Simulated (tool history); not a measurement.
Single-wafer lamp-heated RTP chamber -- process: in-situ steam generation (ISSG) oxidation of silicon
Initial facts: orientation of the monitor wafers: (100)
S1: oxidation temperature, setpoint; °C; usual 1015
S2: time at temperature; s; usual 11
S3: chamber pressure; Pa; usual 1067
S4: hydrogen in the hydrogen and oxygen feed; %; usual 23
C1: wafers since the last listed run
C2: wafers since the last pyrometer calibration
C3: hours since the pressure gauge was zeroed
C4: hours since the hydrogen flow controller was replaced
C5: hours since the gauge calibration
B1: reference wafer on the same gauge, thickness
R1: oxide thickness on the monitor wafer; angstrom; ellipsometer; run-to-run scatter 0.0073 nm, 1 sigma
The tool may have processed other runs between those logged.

run 1 hour=0.0 | S1=1015 S2=11 S3=1067 S4=23 | C1=0 C2=287 C3=1573.2 C4=5186.0 C5=1181.8 | B1=3.972 | R1=48.76
run 2 hour=98.9 | S1=1015 S2=11 S3=1067 S4=23 | C1=801 C2=1088 C3=1672.1 C4=5284.9 C5=1280.7 | B1=3.971 | R1=48.82
run 3 hour=126.8 | S1=1015 S2=11 S3=1067 S4=23 | C1=226 C2=1314 C3=1700.0 C4=5312.8 C5=1308.6 | B1=3.973 | R1=48.88
run 4 hour=147.8 | S1=1015 S2=11 S3=1067 S4=20 | C1=170 C2=1485 C3=1721.0 C4=5333.8 C5=1329.6 | B1=3.969 | R1=47.08
run 5 hour=171.2 | S1=1015 S2=11 S3=1067 S4=20 | C1=189 C2=1674 C3=1744.4 C4=5357.2 C5=1353.0 | B1=3.971 | R1=47.11
run 6 hour=195.1 | S1=1015 S2=11 S3=1067 S4=29 | C1=193 C2=1868 C3=1768.3 C4=5381.1 C5=1376.9 | B1=3.970 | R1=52.06
-- hour=216.9 pressure gauge zeroed
run 7 hour=217.4 | S1=1015 S2=11 S3=1067 S4=27 | C1=115 C2=1984 C3=0.5 C4=5403.4 C5=1399.2 | B1=3.968 | R1=51.20
run 8 hour=247.4 | S1=1015 S2=11 S3=1067 S4=27 | C1=243 C2=2227 C3=30.5 C4=5433.4 C5=1429.2 | B1=3.969 | R1=51.23
run 9 hour=270.9 | S1=1015 S2=11 S3=973 S4=23 | C1=190 C2=2417 C3=54.0 C4=5456.9 C5=1452.7 | B1=3.973 | R1=48.89
-- hour=280.0 gauge calibrated
run 10 hour=300.4 | S1=1027 S2=15 S3=947 S4=28 | C1=238 C2=2656 C3=83.5 C4=5486.4 C5=20.4 | B1=3.969 | R1=62.43
run 11 hour=324.5 | S1=1015 S2=11 S3=1067 S4=19 | C1=195 C2=2851 C3=107.6 C4=5510.5 C5=44.5 | B1=3.972 | R1=46.77
run 12 hour=383.9 | S1=1015 S2=9 S3=1067 S4=23 | C1=481 C2=3333 C3=167.0 C4=5569.9 C5=103.9 | B1=3.970 | R1=44.91
run 13 hour=414.1 | S1=1015 S2=11 S3=947 S4=17 | C1=244 C2=3577 C3=197.2 C4=5600.1 C5=134.1 | B1=3.971 | R1=45.29
run 14 hour=431.0 | S1=1034 S2=11 S3=920 S4=23 | C1=136 C2=3714 C3=214.1 C4=5617.0 C5=151.0 | B1=3.970 | R1=52.95
-- hour=443.1 hydrogen flow controller replaced
run 15 hour=461.2 | S1=1027 S2=15 S3=947 S4=28 | C1=179 C2=3894 C3=244.3 C4=18.1 C5=181.2 | B1=3.969 | R1=62.92
run 16 hour=497.2 | S1=1026 S2=7 S3=987 S4=27 | C1=291 C2=4186 C3=280.3 C4=54.1 C5=217.2 | B1=3.971 | R1=44.03
run 17 hour=523.2 | S1=1015 S2=11 S3=1067 S4=23 | C1=210 C2=4396 C3=306.3 C4=80.1 C5=243.2 | B1=3.970 | R1=49.35
run 18 hour=556.4 | S1=1015 S2=11 S3=1067 S4=23 | C1=268 C2=4665 C3=339.5 C4=113.3 C5=276.4 | B1=3.969 | R1=49.34
-- hour=568.5 pyrometer window cleaned and pyrometer calibrated
run 19 hour=582.0 | S1=1015 S2=7 S3=1067 S4=23 | C1=142 C2=109 C3=365.1 C4=138.9 C5=302.0 | B1=3.970 | R1=39.99
run 20 hour=603.7 | S1=1034 S2=11 S3=1067 S4=23 | C1=175 C2=285 C3=386.8 C4=160.6 C5=323.7 | B1=3.970 | R1=52.33
run 21 hour=630.0 | S1=1015 S2=11 S3=1067 S4=32 | C1=213 C2=498 C3=413.1 C4=186.9 C5=350.0 | B1=3.970 | R1=53.39
run 22 hour=656.3 | S1=1015 S2=11 S3=1173 S4=16 | C1=213 C2=711 C3=439.4 C4=213.2 C5=376.3 | B1=3.969 | R1=44.29
run 23 hour=689.1 | S1=1015 S2=11 S3=1067 S4=23 | C1=265 C2=977 C3=472.2 C4=246.0 C5=409.1 | B1=3.971 | R1=48.72
run 24 hour=709.2 | S1=1015 S2=11 S3=1067 S4=16 | C1=162 C2=1139 C3=492.3 C4=266.1 C5=429.2 | B1=3.972 | R1=44.43
run 25 hour=738.5 | S1=1015 S2=11 S3=1067 S4=23 | C1=237 C2=1377 C3=521.6 C4=295.4 C5=458.5 | B1=3.970 | R1=48.84
run 26 hour=756.0 | S1=1027 S2=8 S3=1067 S4=26 | C1=141 C2=1519 C3=539.1 C4=312.9 C5=476.0 | B1=3.972 | R1=45.86
run 27 hour=780.9 | S1=1015 S2=8 S3=1187 S4=23 | C1=201 C2=1720 C3=564.0 C4=337.8 C5=500.9 | B1=3.968 | R1=42.11
run 28 hour=797.3 | S1=1006 S2=15 S3=920 S4=15 | C1=132 C2=1853 C3=580.4 C4=354.2 C5=517.3 | B1=3.969 | R1=48.41
run 29 hour=815.3 | S1=1015 S2=11 S3=1067 S4=23 | C1=145 C2=1999 C3=598.4 C4=372.2 C5=535.3 | B1=3.970 | R1=48.84
run 30 hour=848.8 | S1=1023 S2=14 S3=1067 S4=32 | C1=271 C2=2270 C3=631.9 C4=405.7 C5=568.8 | B1=3.969 | R1=61.70

Exercise: give the hidden state of the tool at every run:
true pressure minus gauge reading, Torr: 0 on each run
deviation of the hydrogen flow from its setpoint, %: 0 on each run
gauge reads high (%): 0 on each run
H1: true wafer temperature minus pyrometer reading, K
run=1 H1=0.946
run=2 H1=1.54
run=3 H1=1.71
run=4 H1=1.83
run=5 H1=1.97
run=6 H1=2.12
run=7 H1=2.25
run=8 H1=2.43
run=9 H1=2.57
run=10 H1=2.75
run=11 H1=2.89
run=12 H1=3.25
run=13 H1=3.43
run=14 H1=3.53
run=15 H1=3.71
run=16 H1=3.93
run=17 H1=4.08
run=18 H1=4.28
run=19 H1=0.114
run=20 H1=0.244
run=21 H1=0.401
run=22 H1=0.559
run=23 H1=0.756
run=24 H1=0.876
run=25 H1=1.05
run=26 H1=1.16
run=27 H1=1.31
run=28 H1=1.4
run=29 H1=1.51
run=30 H1=1.71
